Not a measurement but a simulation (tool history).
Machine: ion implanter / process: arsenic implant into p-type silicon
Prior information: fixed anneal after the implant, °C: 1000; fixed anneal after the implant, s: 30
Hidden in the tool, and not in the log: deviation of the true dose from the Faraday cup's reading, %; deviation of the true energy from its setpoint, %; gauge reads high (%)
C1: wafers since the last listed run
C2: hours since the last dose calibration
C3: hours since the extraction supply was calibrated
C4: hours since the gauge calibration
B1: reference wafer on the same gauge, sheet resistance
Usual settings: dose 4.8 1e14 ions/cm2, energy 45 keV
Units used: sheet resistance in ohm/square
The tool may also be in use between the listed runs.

{"run": 1, "day": 0.0, "dose": 4.8, "energy": 45, "C1": 0, "C2": 954.5, "C3": 2270.3, "C4": 115.2, "B1": 225.09, "sheet resistance": 201.17}
{"run": 2, "day": 0.621, "dose": 4.8, "energy": 45, "C1": 256, "C2": 969.4, "C3": 2285.2, "C4": 130.1, "B1": 225.06, "sheet resistance": 200.83}
{"day": 0.704, "done": "gauge calibrated"}
{"run": 3, "day": 1.358, "dose": 4.8, "energy": 45, "C1": 304, "C2": 987.1, "C3": 2302.9, "C4": 15.7, "B1": 224.82, "sheet resistance": 201.39}
{"run": 4, "day": 1.621, "dose": 4.8, "energy": 45, "C1": 108, "C2": 993.4, "C3": 2309.2, "C4": 22, "B1": 225.01, "sheet resistance": 201.29}
{"run": 5, "day": 2.875, "dose": 4.8, "energy": 45, "C1": 518, "C2": 1023.5, "C3": 2339.3, "C4": 52.1, "B1": 225.07, "sheet resistance": 201.25}
{"run": 6, "day": 3.604, "dose": 4.8, "energy": 45, "C1": 301, "C2": 1041, "C3": 2356.8, "C4": 69.6, "B1": 224.87, "sheet resistance": 201.76}
{"run": 7, "day": 3.925, "dose": 5.92, "energy": 45, "C1": 132, "C2": 1048.7, "C3": 2364.5, "C4": 77.3, "B1": 225.1, "sheet resistance": 171.04}
{"day": 4.938, "done": "extraction supply calibrated"}
{"day": 5.262, "done": "Faraday cup replaced and dose calibrated"}
{"run": 8, "day": 5.283, "dose": 4.28, "energy": 58, "C1": 289, "C2": 0.5, "C3": 8.3, "C4": 109.9, "B1": 224.93, "sheet resistance": 203.65}
{"run": 9, "day": 5.408, "dose": 4.06, "energy": 45, "C1": 51, "C2": 3.5, "C3": 11.3, "C4": 112.9, "B1": 225.14, "sheet resistance": 219.08}
{"day": 5.712, "done": "gauge calibrated"}
{"run": 10, "day": 6.3, "dose": 5.19, "energy": 35, "C1": 368, "C2": 24.9, "C3": 32.7, "C4": 14.1, "B1": 225.08, "sheet resistance": 188.1}
{"run": 11, "day": 6.871, "dose": 4.8, "energy": 45, "C1": 236, "C2": 38.6, "C3": 46.4, "C4": 27.8, "B1": 224.94, "sheet resistance": 193.1}
{"run": 12, "day": 7.583, "dose": 4.8, "energy": 36.5, "C1": 294, "C2": 55.7, "C3": 63.5, "C4": 44.9, "B1": 225.05, "sheet resistance": 199.43}
{"run": 13, "day": 8.075, "dose": 4.41, "energy": 57, "C1": 203, "C2": 67.5, "C3": 75.3, "C4": 56.7, "B1": 224.9, "sheet resistance": 200.18}
{"run": 14, "day": 8.796, "dose": 3.49, "energy": 45, "C1": 298, "C2": 84.8, "C3": 92.6, "C4": 74, "B1": 224.96, "sheet resistance": 247.51}

Pick out some run-to-run changes in sheet resistance. Of each, how much would a tool without hidden state show as well, from the settings, what came in and chance, and how much is left for the hidden state and any gauge scatter not in both results compared?
Run 7 -> 8: dose 5.92 -> 4.28, energy 45 -> 58, extraction supply calibrated, Faraday cup replaced and dose calibrated. sheet resistance +32.61 ohm/square: hidden state -7.91, all else +40.52.
Run 13 -> 14: dose 4.41 -> 3.49, energy 57 -> 45. sheet resistance +47.33 ohm/square: hidden state +0.35, all else +46.98.
